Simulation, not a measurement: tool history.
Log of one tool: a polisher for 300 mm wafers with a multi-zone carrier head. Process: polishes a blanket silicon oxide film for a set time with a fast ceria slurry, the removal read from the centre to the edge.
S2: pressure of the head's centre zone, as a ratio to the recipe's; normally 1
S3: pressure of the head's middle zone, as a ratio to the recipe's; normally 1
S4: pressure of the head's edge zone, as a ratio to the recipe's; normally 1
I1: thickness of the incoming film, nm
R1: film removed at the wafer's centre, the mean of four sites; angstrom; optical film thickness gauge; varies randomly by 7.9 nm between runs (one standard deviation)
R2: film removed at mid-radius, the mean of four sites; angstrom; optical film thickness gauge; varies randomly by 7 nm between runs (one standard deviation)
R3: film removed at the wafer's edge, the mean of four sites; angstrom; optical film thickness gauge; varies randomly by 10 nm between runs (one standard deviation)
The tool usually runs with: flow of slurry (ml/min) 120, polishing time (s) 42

run 1 hour=0 | flow_of_slurry_(ml/min)=120 S2=1 S3=1 S4=1 polishing_time_(s)=42 | I1=2094.4 | R1=6095 R2=5918 R3=5891
run 2 hour=9 | flow_of_slurry_(ml/min)=120 S2=0.96 S3=0.88 S4=1.06 polishing_time_(s)=42 | I1=2066.8 | R1=6003 R2=5338 R3=6166
run 3 hour=18.5 | flow_of_slurry_(ml/min)=80 S2=1 S3=1 S4=1.07 polishing_time_(s)=42 | I1=2092.3 | R1=5631 R2=5498 R3=5792
run 4 hour=35.2 | flow_of_slurry_(ml/min)=140 S2=1.1 S3=1 S4=0.91 polishing_time_(s)=42 | I1=2084.9 | R1=6618 R2=5923 R3=5888
-- hour=39.8 worn pad replaced by a new one
run 5 hour=47.7 | flow_of_slurry_(ml/min)=120 S2=1 S3=1 S4=1 polishing_time_(s)=42 | I1=2099.3 | R1=6958 R2=6348 R3=6690
run 6 hour=55.8 | flow_of_slurry_(ml/min)=145 S2=1 S3=1 S4=1 polishing_time_(s)=42 | I1=2087.1 | R1=7072 R2=6394 R3=6743
run 7 hour=66.2 | flow_of_slurry_(ml/min)=120 S2=1.05 S3=1.1 S4=1 polishing_time_(s)=42 | I1=2080.7 | R1=6743 R2=6803 R3=6560
-- hour=69.5 edge zone pressure recalibrated
run 8 hour=82.9 | flow_of_slurry_(ml/min)=120 S2=1 S3=1 S4=1 polishing_time_(s)=42 | I1=2112.2 | R1=6438 R2=6015 R3=6296
run 9 hour=112.3 | flow_of_slurry_(ml/min)=135 S2=0.92 S3=1 S4=1 polishing_time_(s)=42 | I1=2092.8 | R1=6147 R2=6135 R3=6072
run 10 hour=123.4 | flow_of_slurry_(ml/min)=120 S2=1 S3=1 S4=1 polishing_time_(s)=42 | I1=2088.1 | R1=6418 R2=5867 R3=6096
run 11 hour=140.2 | flow_of_slurry_(ml/min)=120 S2=0.92 S3=1 S4=1 polishing_time_(s)=42 | I1=2096.5 | R1=5776 R2=5861 R3=6036
-- hour=154 worn pad replaced by a new one
run 12 hour=157.1 | flow_of_slurry_(ml/min)=120 S2=1 S3=1 S4=1 polishing_time_(s)=54 | I1=2078.1 | R1=8895 R2=8234 R3=8701
run 13 hour=171 | flow_of_slurry_(ml/min)=120 S2=1 S3=1 S4=1 polishing_time_(s)=42 | I1=2092.8 | R1=6786 R2=6291 R3=6613
run 14 hour=180.8 | flow_of_slurry_(ml/min)=120 S2=1 S3=1 S4=1 polishing_time_(s)=42 | I1=2093.3 | R1=6725 R2=6241 R3=6504
run 15 hour=193.1 | flow_of_slurry_(ml/min)=120 S2=1 S3=1 S4=1 polishing_time_(s)=33 | I1=2119.5 | R1=4968 R2=4657 R3=4927
run 16 hour=202.8 | flow_of_slurry_(ml/min)=120 S2=1 S3=1 S4=1 polishing_time_(s)=42 | I1=2082.7 | R1=6407 R2=6039 R3=6354
run 17 hour=218.1 | flow_of_slurry_(ml/min)=135 S2=1 S3=1 S4=1 polishing_time_(s)=42 | I1=2067.5 | R1=6504 R2=5870 R3=6198
run 18 hour=235.2 | flow_of_slurry_(ml/min)=120 S2=1 S3=1 S4=1 polishing_time_(s)=42 | I1=2108 | R1=6297 R2=5813 R3=6141
run 19 hour=250.8 | flow_of_slurry_(ml/min)=120 S2=1 S3=1 S4=1 polishing_time_(s)=34 | I1=2061.7 | R1=5127 R2=4744 R3=4929
run 20 hour=260.5 | flow_of_slurry_(ml/min)=120 S2=1.06 S3=1 S4=1 polishing_time_(s)=42 | I1=2073 | R1=6450 R2=5822 R3=6011
run 21 hour=268.2 | flow_of_slurry_(ml/min)=145 S2=1 S3=0.92 S4=1 polishing_time_(s)=42 | I1=2103.3 | R1=6446 R2=5646 R3=6189
run 22 hour=281.7 | flow_of_slurry_(ml/min)=155 S2=1 S3=1 S4=1 polishing_time_(s)=47 | I1=2054.9 | R1=7138 R2=6617 R3=6880
-- hour=290.8 worn pad replaced by a new one
run 23 hour=298.2 | flow_of_slurry_(ml/min)=120 S2=0.95 S3=0.91 S4=0.95 polishing_time_(s)=31 | I1=2112.5 | R1=5001 R2=4396 R3=4782

Forecast each of these 3 alternatives for the next run:
run A hour=298.6 | flow_of_slurry_(ml/min)=120 S2=1 S3=1 S4=1 polishing_time_(s)=42 | I1=2094.8 | R1=? R2=? R3=?
run B hour=298.6 | flow_of_slurry_(ml/min)=120 S2=1 S3=1 S4=0.97 polishing_time_(s)=35 | I1=2094.8 | R1=? R2=? R3=?
run C hour=298.6 | flow_of_slurry_(ml/min)=120 S2=1 S3=1.05 S4=0.89 polishing_time_(s)=29 | I1=2094.8 | R1=? R2=? R3=?

run=A R1=7065 R2=6399 R3=6886
run=B R1=5888 R2=5333 R3=5655
run=C R1=4880 R2=4606 R3=4498
Without the tool's hidden state the same runs would have given:
run=A R1=7060 R2=6567 R3=7065
run=B R1=5883 R2=5472 R3=5802
run=C R1=4876 R2=4726 R3=4615
